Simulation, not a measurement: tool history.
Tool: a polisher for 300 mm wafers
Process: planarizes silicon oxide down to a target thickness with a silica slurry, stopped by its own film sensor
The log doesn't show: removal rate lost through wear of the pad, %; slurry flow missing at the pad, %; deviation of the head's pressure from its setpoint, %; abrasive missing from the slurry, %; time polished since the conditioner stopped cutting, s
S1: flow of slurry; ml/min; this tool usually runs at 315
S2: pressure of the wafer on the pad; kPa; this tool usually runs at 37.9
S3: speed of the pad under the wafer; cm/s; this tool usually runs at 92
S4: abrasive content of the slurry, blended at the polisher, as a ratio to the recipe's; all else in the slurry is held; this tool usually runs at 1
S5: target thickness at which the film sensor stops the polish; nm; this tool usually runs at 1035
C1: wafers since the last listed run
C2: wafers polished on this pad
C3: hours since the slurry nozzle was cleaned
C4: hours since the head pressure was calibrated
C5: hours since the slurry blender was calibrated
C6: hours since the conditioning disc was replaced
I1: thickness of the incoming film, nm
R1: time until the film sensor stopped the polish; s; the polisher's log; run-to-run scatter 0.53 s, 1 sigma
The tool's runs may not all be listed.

{"run": 1, "day": 0.0, "S1": 315, "S2": 37.9, "S3": 92, "S4": 1, "S5": 1035, "C1": 0, "C2": 1913, "C3": 127.2, "C4": 692.5, "C5": 635.6, "C6": 123.1, "I1": 1258.5, "R1": 59.7}
{"day": 0.542, "done": "slurry blender recalibrated"}
{"run": 2, "day": 2.904, "S1": 315, "S2": 37.9, "S3": 118, "S4": 1, "S5": 1035, "C1": 716, "C2": 2630, "C3": 196.9, "C4": 762.2, "C5": 56.7, "C6": 192.8, "I1": 1263.3, "R1": 49.8}
{"run": 3, "day": 5.538, "S1": 315, "S2": 37.9, "S3": 92, "S4": 1, "S5": 1035, "C1": 668, "C2": 3299, "C3": 260.1, "C4": 825.4, "C5": 119.9, "C6": 256, "I1": 1256.8, "R1": 60.3}
{"run": 4, "day": 12.038, "S1": 240, "S2": 32.4, "S3": 82, "S4": 1, "S5": 1035, "C1": 1650, "C2": 4950, "C3": 416.1, "C4": 981.4, "C5": 275.9, "C6": 412, "I1": 1294.4, "R1": 92.6}
{"run": 5, "day": 13.875, "S1": 315, "S2": 44.8, "S3": 92, "S4": 1, "S5": 1035, "C1": 466, "C2": 5416, "C3": 460.2, "C4": 1025.5, "C5": 320, "C6": 456.1, "I1": 1279.7, "R1": 55.9}
{"day": 17.904, "done": "slurry nozzle cleaned"}
{"run": 6, "day": 18.367, "S1": 315, "S2": 26.9, "S3": 92, "S4": 1, "S5": 1083, "C1": 1130, "C2": 6547, "C3": 11.1, "C4": 1133.3, "C5": 427.8, "C6": 563.9, "I1": 1264.4, "R1": 69.7}
{"day": 19.429, "done": "conditioning disc replaced and pad reconditioned"}
{"day": 20.112, "done": "worn pad replaced by a new one"}
{"run": 7, "day": 22.646, "S1": 315, "S2": 34.5, "S3": 92, "S4": 1, "S5": 996, "C1": 1023, "C2": 643, "C3": 113.8, "C4": 1236, "C5": 530.5, "C6": 77.2, "I1": 1285.9, "R1": 83.4}
{"day": 24.492, "done": "slurry blender recalibrated"}
{"run": 8, "day": 24.842, "S1": 315, "S2": 37.9, "S3": 78, "S4": 1, "S5": 1035, "C1": 536, "C2": 1179, "C3": 166.5, "C4": 1288.7, "C5": 8.4, "C6": 129.9, "I1": 1275, "R1": 72.9}
{"run": 9, "day": 29.162, "S1": 415, "S2": 26.9, "S3": 92, "S4": 1.15, "S5": 1035, "C1": 1097, "C2": 2277, "C3": 270.2, "C4": 1392.4, "C5": 112.1, "C6": 233.6, "I1": 1260.2, "R1": 79.9}
{"day": 31.45, "done": "head pressure recalibrated"}
{"run": 10, "day": 33.171, "S1": 230, "S2": 37.9, "S3": 92, "S4": 1, "S5": 1035, "C1": 996, "C2": 3274, "C3": 366.4, "C4": 41.3, "C5": 208.3, "C6": 329.8, "I1": 1286.8, "R1": 69.5}
{"run": 11, "day": 35.233, "S1": 370, "S2": 46.2, "S3": 62, "S4": 1, "S5": 1035, "C1": 523, "C2": 3797, "C3": 415.9, "C4": 90.8, "C5": 257.8, "C6": 379.3, "I1": 1278.2, "R1": 73.6}
{"run": 12, "day": 39.721, "S1": 315, "S2": 37.9, "S3": 92, "S4": 0.75, "S5": 1035, "C1": 1139, "C2": 4937, "C3": 523.6, "C4": 198.5, "C5": 365.5, "C6": 487, "I1": 1253.5, "R1": 66.4}
{"day": 43.192, "done": "conditioning disc replaced and pad reconditioned"}
{"run": 13, "day": 43.412, "S1": 415, "S2": 37.9, "S3": 92, "S4": 1.15, "S5": 1035, "C1": 916, "C2": 5854, "C3": 612.2, "C4": 287.1, "C5": 454.1, "C6": 5.3, "I1": 1278.3, "R1": 61.9}
{"day": 44.517, "done": "worn pad replaced by a new one"}
{"day": 45.354, "done": "slurry nozzle cleaned"}
{"run": 14, "day": 46.692, "S1": 315, "S2": 37.9, "S3": 92, "S4": 1, "S5": 1035, "C1": 779, "C2": 542, "C3": 32.1, "C4": 365.8, "C5": 532.8, "C6": 84, "I1": 1268.6, "R1": 61}
{"run": 15, "day": 49.604, "S1": 315, "S2": 37.9, "S3": 92, "S4": 1, "S5": 1035, "C1": 739, "C2": 1281, "C3": 102, "C4": 435.7, "C5": 602.7, "C6": 153.9, "I1": 1292.9, "R1": 68.8}
{"day": 50.3, "done": "slurry blender recalibrated"}
{"run": 16, "day": 53.125, "S1": 315, "S2": 37.9, "S3": 92, "S4": 1.2, "S5": 995, "C1": 873, "C2": 2155, "C3": 186.5, "C4": 520.2, "C5": 67.8, "C6": 238.4, "I1": 1288.6, "R1": 73.4}
{"run": 17, "day": 55.817, "S1": 405, "S2": 37.9, "S3": 92, "S4": 1, "S5": 967, "C1": 683, "C2": 2838, "C3": 251.1, "C4": 584.8, "C5": 132.4, "C6": 303, "I1": 1246.9, "R1": 73.5}
{"run": 18, "day": 58.688, "S1": 315, "S2": 37.9, "S3": 92, "S4": 1, "S5": 1035, "C1": 729, "C2": 3567, "C3": 320, "C4": 653.7, "C5": 201.3, "C6": 371.9, "I1": 1284, "R1": 66.5}
{"run": 19, "day": 62.138, "S1": 350, "S2": 37.9, "S3": 116, "S4": 0.8, "S5": 1068, "C1": 876, "C2": 4444, "C3": 402.8, "C4": 736.5, "C5": 284.1, "C6": 454.7, "I1": 1268.5, "R1": 48.6}
{"run": 20, "day": 65.408, "S1": 315, "S2": 42.7, "S3": 118, "S4": 1, "S5": 1035, "C1": 830, "C2": 5274, "C3": 481.3, "C4": 815, "C5": 362.6, "C6": 533.2, "I1": 1281.6, "R1": 48.8}
{"run": 21, "day": 68.338, "S1": 285, "S2": 37.9, "S3": 92, "S4": 1.2, "S5": 1035, "C1": 743, "C2": 6018, "C3": 551.6, "C4": 885.3, "C5": 432.9, "C6": 603.5, "I1": 1278.7, "R1": 63.5}
{"day": 68.562, "done": "slurry nozzle cleaned"}
{"day": 69.033, "done": "worn pad replaced by a new one"}
{"run": 22, "day": 69.9, "S1": 315, "S2": 37.9, "S3": 92, "S4": 1, "S5": 1098, "C1": 343, "C2": 220, "C3": 32.1, "C4": 922.8, "C5": 470.4, "C6": 641, "I1": 1278, "R1": 47.9}
{"run": 23, "day": 71.479, "S1": 315, "S2": 37.9, "S3": 92, "S4": 1, "S5": 1035, "C1": 401, "C2": 621, "C3": 70, "C4": 960.7, "C5": 508.3, "C6": 678.9, "I1": 1258.6, "R1": 58.5}
{"day": 72.592, "done": "conditioning disc replaced and pad reconditioned"}
{"run": 24, "day": 74.5, "S1": 315, "S2": 37.9, "S3": 92, "S4": 1, "S5": 1085, "C1": 746, "C2": 1367, "C3": 142.5, "C4": 1033.2, "C5": 580.8, "C6": 45.8, "I1": 1250, "R1": 43.5}
{"day": 75.417, "done": "slurry blender recalibrated"}
{"run": 25, "day": 77.692, "S1": 420, "S2": 29, "S3": 92, "S4": 1, "S5": 1035, "C1": 789, "C2": 2157, "C3": 219.1, "C4": 1109.8, "C5": 54.6, "C6": 122.4, "I1": 1271, "R1": 82.1}
{"day": 80.275, "done": "head pressure recalibrated"}
{"run": 26, "day": 80.296, "S1": 315, "S2": 37.9, "S3": 106, "S4": 1, "S5": 955, "C1": 640, "C2": 2797, "C3": 281.6, "C4": 0.5, "C5": 117.1, "C6": 184.9, "I1": 1254.6, "R1": 73.9}

What the log doesn't show, run by run:
slurry flow missing at the pad, %: 0, the same for each run
deviation of the head's pressure from its setpoint, %: 0, the same for each run
abrasive missing from the slurry, %: 0, the same for each run
time polished since the conditioner stopped cutting, s: 0, the same for each run
H1: removal rate lost through wear of the pad, %
run=1 H1=2.96
run=2 H1=3.56
run=3 H1=3.96
run=4 H1=4.56
run=5 H1=4.66
run=6 H1=4.84
run=7 H1=1.66
run=8 H1=2.49
run=9 H1=3.63
run=10 H1=4.3
run=11 H1=4.54
run=12 H1=4.91
run=13 H1=5.11
run=14 H1=1.12
run=15 H1=2.22
run=16 H1=3.15
run=17 H1=3.65
run=18 H1=4.05
run=19 H1=4.38
run=20 H1=4.6
run=21 H1=4.73
run=22 H1=1.61
run=23 H1=2.35
run=24 H1=3.45
run=25 H1=4.28
run=26 H1=4.76

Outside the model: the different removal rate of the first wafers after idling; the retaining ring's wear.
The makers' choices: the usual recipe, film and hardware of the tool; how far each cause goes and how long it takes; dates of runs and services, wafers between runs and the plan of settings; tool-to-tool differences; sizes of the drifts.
